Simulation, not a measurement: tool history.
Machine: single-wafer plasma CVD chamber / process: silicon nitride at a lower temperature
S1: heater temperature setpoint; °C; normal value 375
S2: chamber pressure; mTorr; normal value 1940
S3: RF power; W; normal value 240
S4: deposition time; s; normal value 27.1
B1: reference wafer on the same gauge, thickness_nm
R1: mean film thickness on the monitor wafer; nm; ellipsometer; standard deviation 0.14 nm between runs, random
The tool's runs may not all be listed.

run 1 hour=0 | S1=375 S2=1940 S3=240 S4=27.1 | B1=30.508 | R1=28.436
run 2 hour=40.5 | S1=375 S2=1940 S3=240 S4=23.5 | B1=30.476 | R1=24.924
run 3 hour=97.5 | S1=375 S2=1940 S3=240 S4=23.5 | B1=30.495 | R1=24.684
run 4 hour=128.7 | S1=375 S2=1940 S3=240 S4=23.5 | B1=30.501 | R1=24.733
run 5 hour=177.8 | S1=375 S2=1940 S3=240 S4=27.1 | B1=30.516 | R1=28.628
run 6 hour=221.4 | S1=375 S2=1940 S3=240 S4=27.1 | B1=30.506 | R1=28.602
run 7 hour=271 | S1=375 S2=1940 S3=240 S4=27.1 | B1=30.512 | R1=28.515
run 8 hour=314.7 | S1=375 S2=1940 S3=240 S4=27.1 | B1=30.48 | R1=28.56
run 9 hour=347 | S1=375 S2=1940 S3=240 S4=27.1 | B1=30.496 | R1=28.612
run 10 hour=399 | S1=375 S2=1940 S3=240 S4=27.1 | B1=30.47 | R1=28.563
-- hour=413.9 RF generator calibrated
-- hour=462.2 thermocouple changed; heater temperature recalibrated
run 11 hour=462.7 | S1=369 S2=1680 S3=270 S4=29.9 | B1=30.492 | R1=33.263
run 12 hour=577.3 | S1=382 S2=2410 S3=240 S4=27.1 | B1=30.471 | R1=29.473
-- hour=606.6 showerhead replaced
run 13 hour=617.8 | S1=375 S2=1730 S3=260 S4=27.1 | B1=30.498 | R1=29.286
run 14 hour=642 | S1=375 S2=1940 S3=240 S4=23.5 | B1=30.507 | R1=24.367
run 15 hour=703.9 | S1=384 S2=1940 S3=260 S4=22.9 | B1=30.496 | R1=25.223
run 16 hour=730.7 | S1=375 S2=1940 S3=240 S4=21.9 | B1=30.482 | R1=22.671
-- hour=747.2 gauge calibrated
-- hour=767.1 RF generator calibrated, repeated, since the last time left the tool worse
run 17 hour=767.4 | S1=388 S2=2170 S3=275 S4=27.1 | B1=30.483 | R1=33.708
run 18 hour=810.2 | S1=375 S2=2290 S3=240 S4=24.1 | B1=30.475 | R1=26.891
run 19 hour=835.7 | S1=360 S2=1640 S3=220 S4=31.7 | B1=30.464 | R1=29.624
run 20 hour=868.3 | S1=375 S2=1940 S3=260 S4=27.1 | B1=30.476 | R1=31.168
-- hour=889.6 capacitance manometer re-zeroed and calibrated
run 21 hour=932.5 | S1=375 S2=1940 S3=195 S4=27.1 | B1=30.499 | R1=22.86
run 22 hour=1142.1 | S1=388 S2=1670 S3=240 S4=23.1 | B1=30.469 | R1=23.246
run 23 hour=1169.1 | S1=375 S2=1940 S3=255 S4=27.1 | B1=30.462 | R1=30.478
run 24 hour=1196.9 | S1=375 S2=1940 S3=240 S4=27.1 | B1=30.494 | R1=28.541
run 25 hour=1262.1 | S1=387 S2=2290 S3=195 S4=31.5 | B1=30.491 | R1=27.503
run 26 hour=1302.7 | S1=383 S2=1940 S3=240 S4=24.3 | B1=30.479 | R1=25.614
run 27 hour=1360.4 | S1=375 S2=2160 S3=220 S4=27.1 | B1=30.486 | R1=27.058

Each row is a separate what-if for the run after 27, all from the same tool condition, not one after another. Results?
run A hour=1360.8 | S1=375 S2=1940 S3=270 S4=27.1 | B1=? | R1=?
run B hour=1360.8 | S1=375 S2=2100 S3=240 S4=32.3 | B1=? | R1=?
run C hour=1360.8 | S1=375 S2=1560 S3=240 S4=27.1 | B1=? | R1=?
run D hour=1360.8 | S1=375 S2=1530 S3=240 S4=23.6 | B1=? | R1=?
run E hour=1360.8 | S1=375 S2=1940 S3=240 S4=25.1 | B1=? | R1=?

run=A B1=30.492 R1=32.002
run=B B1=30.492 R1=34.818
run=C B1=30.492 R1=26.892
run=D B1=30.492 R1=23.294
run=E B1=30.492 R1=26.508
What these runs would have given with no unlogged condition in the tool:
run=A R1=32.607
run=B R1=35.501
run=C R1=27.419
run=D R1=23.751
run=E R1=27.028
